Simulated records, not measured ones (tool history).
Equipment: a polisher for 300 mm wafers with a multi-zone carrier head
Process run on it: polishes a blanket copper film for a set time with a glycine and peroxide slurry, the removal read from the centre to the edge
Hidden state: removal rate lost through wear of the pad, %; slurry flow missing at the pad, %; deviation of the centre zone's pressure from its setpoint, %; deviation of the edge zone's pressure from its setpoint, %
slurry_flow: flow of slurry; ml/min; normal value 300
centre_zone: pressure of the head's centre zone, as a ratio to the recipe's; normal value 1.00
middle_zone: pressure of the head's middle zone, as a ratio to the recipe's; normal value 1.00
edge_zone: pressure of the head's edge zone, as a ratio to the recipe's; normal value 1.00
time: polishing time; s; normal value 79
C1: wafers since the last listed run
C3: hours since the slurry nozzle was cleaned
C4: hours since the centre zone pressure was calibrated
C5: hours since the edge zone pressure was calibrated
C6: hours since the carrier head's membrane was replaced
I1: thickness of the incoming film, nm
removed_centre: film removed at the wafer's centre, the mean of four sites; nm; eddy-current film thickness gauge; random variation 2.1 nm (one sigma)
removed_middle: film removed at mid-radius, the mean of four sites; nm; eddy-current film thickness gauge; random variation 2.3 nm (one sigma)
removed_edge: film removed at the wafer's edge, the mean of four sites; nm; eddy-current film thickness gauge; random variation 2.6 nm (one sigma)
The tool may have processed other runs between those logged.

{"run": 1, "hour": 0.0, "slurry_flow": 300, "centre_zone": 1.0, "middle_zone": 1.0, "edge_zone": 1.0, "time": 79, "C1": 0, "wafers polished on this pad": 1486, "C3": 388.0, "C4": 669.1, "C5": 16.8, "C6": 643.9, "I1": 1165.4, "removed_centre": 266.3, "removed_middle": 262.5, "removed_edge": 266.0}
{"run": 2, "hour": 47.9, "slurry_flow": 300, "centre_zone": 1.0, "middle_zone": 1.0, "edge_zone": 1.0, "time": 79, "C1": 355, "wafers polished on this pad": 1842, "C3": 435.9, "C4": 717.0, "C5": 64.7, "C6": 691.8, "I1": 1207.9, "removed_centre": 269.3, "removed_middle": 261.5, "removed_edge": 262.4}
{"run": 3, "hour": 111.9, "slurry_flow": 300, "centre_zone": 1.0, "middle_zone": 1.0, "edge_zone": 1.0, "time": 79, "C1": 475, "wafers polished on this pad": 2317, "C3": 499.9, "C4": 781.0, "C5": 128.7, "C6": 755.8, "I1": 1198.6, "removed_centre": 263.4, "removed_middle": 263.3, "removed_edge": 263.4}
{"hour": 138.0, "done": "centre zone pressure recalibrated"}
{"run": 4, "hour": 186.8, "slurry_flow": 260, "centre_zone": 1.0, "middle_zone": 0.91, "edge_zone": 1.0, "time": 79, "C1": 541, "wafers polished on this pad": 2859, "C3": 574.8, "C4": 48.8, "C5": 203.6, "C6": 830.7, "I1": 1185.2, "removed_centre": 254.8, "removed_middle": 236.0, "removed_edge": 257.3}
{"hour": 258.1, "done": "slurry nozzle cleaned"}
{"run": 5, "hour": 288.8, "slurry_flow": 300, "centre_zone": 1.0, "middle_zone": 1.0, "edge_zone": 1.06, "time": 79, "C1": 750, "wafers polished on this pad": 3609, "C3": 30.7, "C4": 150.8, "C5": 305.6, "C6": 932.7, "I1": 1184.3, "removed_centre": 267.9, "removed_middle": 264.5, "removed_edge": 276.8}
{"run": 6, "hour": 342.3, "slurry_flow": 300, "centre_zone": 1.0, "middle_zone": 0.89, "edge_zone": 1.04, "time": 79, "C1": 397, "wafers polished on this pad": 4007, "C3": 84.2, "C4": 204.3, "C5": 359.1, "C6": 986.2, "I1": 1199.1, "removed_centre": 267.2, "removed_middle": 236.4, "removed_edge": 274.8}
{"run": 7, "hour": 450.0, "slurry_flow": 220, "centre_zone": 0.93, "middle_zone": 1.0, "edge_zone": 0.94, "time": 56, "C1": 799, "wafers polished on this pad": 4807, "C3": 191.9, "C4": 312.0, "C5": 466.8, "C6": 1093.9, "I1": 1186.1, "removed_centre": 167.3, "removed_middle": 179.3, "removed_edge": 176.9}
{"hour": 520.8, "done": "worn pad replaced by a new one"}
{"run": 8, "hour": 550.8, "slurry_flow": 300, "centre_zone": 1.0, "middle_zone": 0.89, "edge_zone": 1.0, "time": 79, "C1": 718, "wafers polished on this pad": 222, "C3": 292.7, "C4": 412.8, "C5": 567.6, "C6": 1194.7, "I1": 1194.8, "removed_centre": 267.4, "removed_middle": 232.3, "removed_edge": 265.7}
{"hour": 605.7, "done": "edge zone pressure recalibrated"}
{"run": 9, "hour": 622.5, "slurry_flow": 300, "centre_zone": 1.0, "middle_zone": 1.0, "edge_zone": 1.0, "time": 79, "C1": 517, "wafers polished on this pad": 740, "C3": 364.4, "C4": 484.5, "C5": 16.8, "C6": 1266.4, "I1": 1208.0, "removed_centre": 267.0, "removed_middle": 264.1, "removed_edge": 264.5}
{"run": 10, "hour": 676.6, "slurry_flow": 300, "centre_zone": 1.0, "middle_zone": 1.1, "edge_zone": 1.0, "time": 92, "C1": 401, "wafers polished on this pad": 1142, "C3": 418.5, "C4": 538.6, "C5": 70.9, "C6": 1320.5, "I1": 1217.8, "removed_centre": 306.8, "removed_middle": 331.7, "removed_edge": 306.9}
{"run": 11, "hour": 767.2, "slurry_flow": 205, "centre_zone": 1.0, "middle_zone": 0.95, "edge_zone": 0.9, "time": 98, "C1": 672, "wafers polished on this pad": 1815, "C3": 509.1, "C4": 629.2, "C5": 161.5, "C6": 1411.1, "I1": 1186.5, "removed_centre": 311.2, "removed_middle": 287.3, "removed_edge": 299.2}
{"hour": 783.5, "done": "centre zone pressure recalibrated"}
{"run": 12, "hour": 837.1, "slurry_flow": 300, "centre_zone": 1.0, "middle_zone": 1.0, "edge_zone": 1.0, "time": 79, "C1": 504, "wafers polished on this pad": 2319, "C3": 579.0, "C4": 53.6, "C5": 231.4, "C6": 1481.0, "I1": 1167.1, "removed_centre": 261.6, "removed_middle": 259.7, "removed_edge": 261.3}
{"run": 13, "hour": 925.2, "slurry_flow": 365, "centre_zone": 0.94, "middle_zone": 1.0, "edge_zone": 1.08, "time": 79, "C1": 654, "wafers polished on this pad": 2973, "C3": 667.1, "C4": 141.7, "C5": 319.5, "C6": 1569.1, "I1": 1186.1, "removed_centre": 251.9, "removed_middle": 265.4, "removed_edge": 280.3}
{"hour": 956.3, "done": "carrier head's membrane replaced by a new one"}
{"run": 14, "hour": 961.3, "slurry_flow": 245, "centre_zone": 1.0, "middle_zone": 1.06, "edge_zone": 1.04, "time": 95, "C1": 231, "wafers polished on this pad": 3204, "C3": 703.2, "C4": 177.8, "C5": 355.6, "C6": 5.0, "I1": 1186.7, "removed_centre": 302.0, "removed_middle": 311.7, "removed_edge": 314.1}
{"run": 15, "hour": 1065.1, "slurry_flow": 300, "centre_zone": 1.0, "middle_zone": 1.0, "edge_zone": 1.0, "time": 96, "C1": 770, "wafers polished on this pad": 3975, "C3": 807.0, "C4": 281.6, "C5": 459.4, "C6": 108.8, "I1": 1179.4, "removed_centre": 313.5, "removed_middle": 306.8, "removed_edge": 314.4}
{"hour": 1071.4, "done": "slurry nozzle cleaned"}
{"run": 16, "hour": 1167.6, "slurry_flow": 250, "centre_zone": 0.91, "middle_zone": 1.0, "edge_zone": 1.1, "time": 88, "C1": 753, "wafers polished on this pad": 4729, "C3": 96.2, "C4": 384.1, "C5": 561.9, "C6": 211.3, "I1": 1197.2, "removed_centre": 263.9, "removed_middle": 284.0, "removed_edge": 304.6}
{"run": 17, "hour": 1242.1, "slurry_flow": 360, "centre_zone": 1.1, "middle_zone": 0.96, "edge_zone": 1.0, "time": 79, "C1": 553, "wafers polished on this pad": 5283, "C3": 170.7, "C4": 458.6, "C5": 636.4, "C6": 285.8, "I1": 1183.1, "removed_centre": 299.8, "removed_middle": 255.0, "removed_edge": 267.6}
{"hour": 1248.6, "done": "worn pad replaced by a new one"}
{"run": 18, "hour": 1293.9, "slurry_flow": 300, "centre_zone": 0.9, "middle_zone": 1.0, "edge_zone": 1.0, "time": 79, "C1": 355, "wafers polished on this pad": 336, "C3": 222.5, "C4": 510.4, "C5": 688.2, "C6": 337.6, "I1": 1191.5, "removed_centre": 240.1, "removed_middle": 261.6, "removed_edge": 268.0}
{"run": 19, "hour": 1355.6, "slurry_flow": 245, "centre_zone": 0.92, "middle_zone": 1.09, "edge_zone": 1.0, "time": 79, "C1": 458, "wafers polished on this pad": 794, "C3": 284.2, "C4": 572.1, "C5": 749.9, "C6": 399.3, "I1": 1191.4, "removed_centre": 238.6, "removed_middle": 277.2, "removed_edge": 257.8}
{"hour": 1399.6, "done": "edge zone pressure recalibrated"}
{"run": 20, "hour": 1425.4, "slurry_flow": 265, "centre_zone": 1.0, "middle_zone": 1.03, "edge_zone": 1.08, "time": 92, "C1": 503, "wafers polished on this pad": 1298, "C3": 354.0, "C4": 641.9, "C5": 25.8, "C6": 469.1, "I1": 1208.7, "removed_centre": 302.1, "removed_middle": 304.2, "removed_edge": 322.4}
{"hour": 1455.1, "done": "centre zone pressure recalibrated"}
{"run": 21, "hour": 1518.6, "slurry_flow": 380, "centre_zone": 1.0, "middle_zone": 1.11, "edge_zone": 1.0, "time": 88, "C1": 677, "wafers polished on this pad": 1975, "C3": 447.2, "C4": 63.5, "C5": 119.0, "C6": 562.3, "I1": 1187.8, "removed_centre": 300.4, "removed_middle": 327.5, "removed_edge": 299.5}
{"run": 22, "hour": 1607.4, "slurry_flow": 360, "centre_zone": 1.1, "middle_zone": 0.96, "edge_zone": 1.0, "time": 79, "C1": 659, "wafers polished on this pad": 2635, "C3": 536.0, "C4": 152.3, "C5": 207.8, "C6": 651.1, "I1": 1170.5, "removed_centre": 291.8, "removed_middle": 257.0, "removed_edge": 269.9}

Run 23, settings as shown, results not yet in. Your forecast:
{"run": 23, "hour": 1710.3, "slurry_flow": 335, "centre_zone": 1.07, "middle_zone": 0.94, "edge_zone": 0.94, "time": 79, "C1": 764, "wafers polished on this pad": 3399, "C3": 638.9, "C4": 255.2, "C5": 310.7, "C6": 754.0, "I1": 1191.5, "removed_centre": "?", "removed_middle": "?", "removed_edge": "?"}

removed_centre: 283.1 nm
removed_middle: 251.6 nm
removed_edge: 256.5 nm
Take away the tool's hidden state, keep the run-to-run variation as it was, and the same run would have given removed_centre 289.4 nm, removed_middle 256.6 nm, removed_edge 260.4 nm.
